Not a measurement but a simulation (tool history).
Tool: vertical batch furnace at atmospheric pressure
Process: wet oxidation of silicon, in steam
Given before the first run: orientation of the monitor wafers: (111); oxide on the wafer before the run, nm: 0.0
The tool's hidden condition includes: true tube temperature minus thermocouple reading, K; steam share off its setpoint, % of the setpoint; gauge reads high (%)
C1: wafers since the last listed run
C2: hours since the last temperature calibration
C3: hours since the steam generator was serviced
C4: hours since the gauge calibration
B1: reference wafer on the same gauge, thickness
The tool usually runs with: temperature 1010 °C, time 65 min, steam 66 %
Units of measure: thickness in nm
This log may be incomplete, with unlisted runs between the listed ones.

Run 1, day 0: usual settings but temperature 1018 °C, steam 69 %; C1 0; C2 4064.8; C3 3906.4; C4 240.3; B1 470.78. Result: thickness 444.5 nm.
Run 2, day 0.775: usual settings but temperature 1018 °C, steam 69 %; C1 216; C2 4083.4; C3 3925; C4 258.9; B1 470.12. Result: thickness 442.62 nm.
Run 3, day 1.308: usual settings but time 51 min; C1 149; C2 4096.2; C3 3937.8; C4 271.7; B1 469.36. Result: thickness 353.58 nm.
Run 4, day 1.971: usual settings but time 51 min; C1 185; C2 4112.1; C3 3953.7; C4 287.6; B1 470.17. Result: thickness 349.37 nm.
Run 5, day 2.346: usual settings; C1 104; C2 4121.1; C3 3962.7; C4 296.6; B1 470.42. Result: thickness 411.38 nm.
Run 6, day 2.771: usual settings; C1 118; C2 4131.3; C3 3972.9; C4 306.8; B1 470.15. Result: thickness 411.44 nm.
Run 7, day 3.167: usual settings; C1 110; C2 4140.8; C3 3982.4; C4 316.3; B1 469.1. Result: thickness 410.23 nm.
Run 8, day 3.925: usual settings; C1 212; C2 4159; C3 4000.6; C4 334.5; B1 469.92. Result: thickness 407.7 nm.
Run 9, day 4.333: usual settings; C1 114; C2 4168.8; C3 4010.4; C4 344.3; B1 469.77. Result: thickness 412.27 nm.
Run 10, day 4.692: usual settings; C1 100; C2 4177.4; C3 4019; C4 352.9; B1 471.1. Result: thickness 412.78 nm.
Run 11, day 5.579: usual settings; C1 248; C2 4198.7; C3 4040.3; C4 374.2; B1 469.58. Result: thickness 407.72 nm.
Run 12, day 6.433: usual settings; C1 239; C2 4219.2; C3 4060.8; C4 394.7; B1 470.09. Result: thickness 408.67 nm.
Run 13, day 6.758: usual settings but steam 57 %; C1 90; C2 4227; C3 4068.6; C4 402.5; B1 470.03. Result: thickness 377.68 nm.
Run 14, day 7.279: usual settings but steam 57 %; C1 145; C2 4239.5; C3 4081.1; C4 415; B1 468.98. Result: thickness 376.29 nm.
Run 15, day 8.175: usual settings but steam 57 %; C1 250; C2 4261; C3 4102.6; C4 436.5; B1 470.03. Result: thickness 376.64 nm.
Run 16, day 8.608: usual settings but temperature 1029 °C; C1 121; C2 4271.4; C3 4113; C4 446.9; B1 469.95. Result: thickness 458.2 nm.
Run 17, day 9.346: usual settings but temperature 1029 °C; C1 206; C2 4289.1; C3 4130.7; C4 464.6; B1 469.68. Result: thickness 454.07 nm.
Run 18, day 9.771: usual settings but time 39.5 min; C1 118; C2 4299.3; C3 4140.9; C4 474.8; B1 469.84. Result: thickness 302.46 nm.
Run 19, day 10.275: usual settings; C1 141; C2 4311.4; C3 4153; C4 486.9; B1 470.05. Result: thickness 411.01 nm.
Run 20, day 10.729: usual settings; C1 127; C2 4322.3; C3 4163.9; C4 497.8; B1 469.57. Result: thickness 412.93 nm.
Run 21, day 11.158: usual settings but temperature 989 °C; C1 120; C2 4332.6; C3 4174.2; C4 508.1; B1 469.44. Result: thickness 363.5 nm.
Run 22, day 11.875: usual settings but temperature 1023 °C; C1 200; C2 4349.8; C3 4191.4; C4 525.3; B1 470.34. Result: thickness 443.38 nm.
Run 23, day 12.758: usual settings but temperature 1025 °C, time 40 min; C1 247; C2 4371; C3 4212.6; C4 546.5; B1 469.36. Result: thickness 330.32 nm.
Run 24, day 13.1: usual settings but temperature 1035 °C, time 45 min; C1 95; C2 4379.2; C3 4220.8; C4 554.7; B1 469.83. Result: thickness 377.51 nm.
Run 25, day 13.95: usual settings but temperature 1000 °C, time 93.5 min, steam 75 %; C1 237; C2 4399.6; C3 4241.2; C4 575.1; B1 469.74. Result: thickness 523.26 nm.
At day 14.104: gauge calibrated.
At day 15.192: steam generator serviced.
At day 15.9: thermocouples replaced and temperature profile calibrated.
Run 26, day 15.921: usual settings but temperature 994 °C, steam 57 %; C1 73; C2 0.5; C3 17.5; C4 43.6; B1 469.5. Result: thickness 339.33 nm.
Run 27, day 16.138: usual settings; C1 60; C2 5.7; C3 22.7; C4 48.8; B1 471.18. Result: thickness 409 nm.
Run 28, day 16.354: usual settings; C1 60; C2 10.9; C3 27.9; C4 54; B1 468.45. Result: thickness 411.09 nm.
Run 29, day 16.821: usual settings but temperature 1033 °C, steam 74 %; C1 130; C2 22.1; C3 39.1; C4 65.2; B1 470.22. Result: thickness 493.38 nm.
Run 30, day 17.462: usual settings but temperature 997 °C, time 36.5 min, steam 71 %; C1 179; C2 37.5; C3 54.5; C4 80.6; B1 469.49. Result: thickness 274.97 nm.
Run 31, day 18.354: usual settings but time 56.5 min; C1 249; C2 58.9; C3 75.9; C4 102; B1 469.77. Result: thickness 377.08 nm.
Run 32, day 19.208: usual settings but steam 78 %; C1 239; C2 79.4; C3 96.4; C4 122.5; B1 469.15. Result: thickness 455.05 nm.
Run 33, day 21.529: usual settings but temperature 994 °C; C1 649; C2 135.1; C3 152.1; C4 178.2; B1 470.76. Result: thickness 371.24 nm.
Run 34, day 22.133: usual settings but time 44.5 min; C1 169; C2 149.6; C3 166.6; C4 192.7; B1 469.1. Result: thickness 320.36 nm.
Run 35, day 22.492: usual settings but temperature 987 °C, steam 77 %; C1 100; C2 158.2; C3 175.2; C4 201.3; B1 470.17. Result: thickness 400.34 nm.
Run 36, day 23.133: usual settings but steam 57 %; C1 179; C2 173.6; C3 190.6; C4 216.7; B1 471.11. Result: thickness 376.82 nm.
Run 37, day 23.504: usual settings but temperature 991 °C; C1 103; C2 182.5; C3 199.5; C4 225.6; B1 470.36. Result: thickness 369.13 nm.
Run 38, day 24.096: usual settings but temperature 1028 °C; C1 165; C2 196.7; C3 213.7; C4 239.8; B1 470.04. Result: thickness 449.79 nm.
Run 39, day 24.433: usual settings but temperature 1022 °C, time 34 min, steam 62 %; C1 94; C2 204.8; C3 221.8; C4 247.9; B1 470.25. Result: thickness 283.93 nm.

Describe how what the log doesn't record of the tool's condition differs between the last listed run preceding each entry between runs and the first listed run following it.
Between runs 25 and 26: gauge calibrated (day 14.104); steam generator serviced (day 15.192); thermocouples replaced and temperature profile calibrated (day 15.9)
  nothing in the hidden state changes from one run to the other
